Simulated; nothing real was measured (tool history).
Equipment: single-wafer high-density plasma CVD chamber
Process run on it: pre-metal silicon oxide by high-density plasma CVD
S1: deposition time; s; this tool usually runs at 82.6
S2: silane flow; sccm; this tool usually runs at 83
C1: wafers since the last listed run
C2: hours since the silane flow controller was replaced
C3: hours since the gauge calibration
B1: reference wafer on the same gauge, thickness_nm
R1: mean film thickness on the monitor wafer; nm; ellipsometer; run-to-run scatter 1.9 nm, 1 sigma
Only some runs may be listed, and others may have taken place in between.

run    hour    S1  S2    C1      C2      C3       B1       R1
  1       0  82.6  83     0  3916.5  1039.3  708.876   673.91
  2    79.8  82.6  83   928  3996.3  1119.1  708.654  675.799
  3   159.8  82.6  88   931  4076.3  1199.1  709.177  717.309
  4   197.9  82.6  88   443  4114.4  1237.2   709.85  715.522
  5   260.3  82.6  83   726  4176.8  1299.6  709.225  676.795
  6   301.2  82.6  83   476  4217.7  1340.5  708.701  679.075
  7   363.1  82.6  83   720  4279.6  1402.4  709.263  679.284
  8   464.3  82.6  71  1177  4380.8  1503.6  708.752  582.841
  9     528  82.6  71   741  4444.5  1567.3  709.166  585.103
 10   590.3    90  95   725  4506.8  1629.6  709.738  841.624
 11   693.8    90  95  1204  4610.3  1733.1  708.672  846.561
 12   762.1  71.5  93   795  4678.6  1801.4   708.88  656.095
 13   850.9  82.6  83  1033  4767.4  1890.2  708.517  680.419
 14   951.1  82.6  83  1166  4867.6  1990.4  709.729  679.399
 15  1052.9  82.6  83  1184  4969.4  2092.2  708.362  682.202
 16  1137.7  82.6  83   987  5054.2    2177  709.539  679.802
 17  1199.8  82.6  83   722  5116.3  2239.1  708.842  680.471
 18  1258.6  70.4  83   684  5175.1  2297.9  709.319  579.312
 19  1349.7  82.6  83  1060  5266.2    2389  708.591  681.557
     1363.6  -- silane flow controller replaced
 20  1421.1  82.6  83   737    57.5  2460.4    708.9   659.87
 21  1476.5  82.6  83   644   112.9  2515.8  708.599  666.726
 22  1527.8  95.7  72   597   164.2  2567.1  709.542  671.385
 23  1568.2  98.2  87   470   204.6  2607.5      710  828.096
 24  1668.1  90.1  89  1162   304.5  2707.4  709.014   776.18
 25  1743.4  94.3  76   876   379.8  2782.7  708.308  699.416
 26    1826  97.7  95   961   462.4  2865.3  708.641  897.398
 27  1888.4  82.6  83   726   524.8  2927.7  709.433  666.385
 28  1942.2  82.6  83   626   578.6  2981.5  709.851  668.372
 29  2039.2  74.5  77  1129   675.6  3078.5  708.222  557.901
 30  2119.2  82.6  83   931   755.6  3158.5  708.889   666.39
     2145.4  -- gauge calibrated
 31  2217.3    98  92  1141   853.7    71.9  709.151  875.968
 32  2424.4  74.4  99  2410  1060.8     279  708.745  716.171
 33  2577.5  98.9  67  1782  1213.9   432.1  708.042  651.813
 34  2677.1  89.4  90  1159  1313.5   531.7  709.198  782.165
 35    2718  82.6  72   476  1354.4   572.6  709.731  579.895
 36  2757.5  90.9  73   459  1393.9   612.1  708.677  649.143
 37  2863.5  82.6  68  1233  1499.9   718.1  709.331  550.152
 38  2930.8  82.6  91   783  1567.2   785.4  708.854  734.303
 39  2981.7  82.6  90   592  1618.1   836.3  709.142  727.227
 40  3048.5  82.6  83   777  1684.9   903.1  709.681  668.295
 41  3147.4  68.8  83  1151  1783.8    1002  709.888  558.949
 42    3325  82.6  83  2067  1961.4  1179.6   709.52   671.56
 43  3385.8    87  70   707  2022.2  1240.4  709.138  597.013
 44  3484.5  82.6  99  1148  2120.9  1339.1  708.343  800.172
 45  3562.8  75.7  89   911  2199.2  1417.4  708.835  656.888
 46    3599  82.6  83   421  2235.4  1453.6   708.83  668.883

4 ways to go on from here, each from the tool as it stands after run 46. What would each give?
  A  3599.4  82.6  92   4  2235.8  1454   ?   ?
  B  3599.4  70.8  83   4  2235.8  1454   ?   ?
  C  3599.4  98.5  83   4  2235.8  1454   ?   ?
  D  3599.4  92.4  73   4  2235.8  1454   ?   ?

run       B1       R1
  A  709.178  742.868
  B  709.178  575.471
  C  709.178  800.619
  D  709.178  662.185
With no hidden state in the tool, these same runs would have given:
run       R1
  A  736.443
  B  570.493
  C  793.694
  D  656.457

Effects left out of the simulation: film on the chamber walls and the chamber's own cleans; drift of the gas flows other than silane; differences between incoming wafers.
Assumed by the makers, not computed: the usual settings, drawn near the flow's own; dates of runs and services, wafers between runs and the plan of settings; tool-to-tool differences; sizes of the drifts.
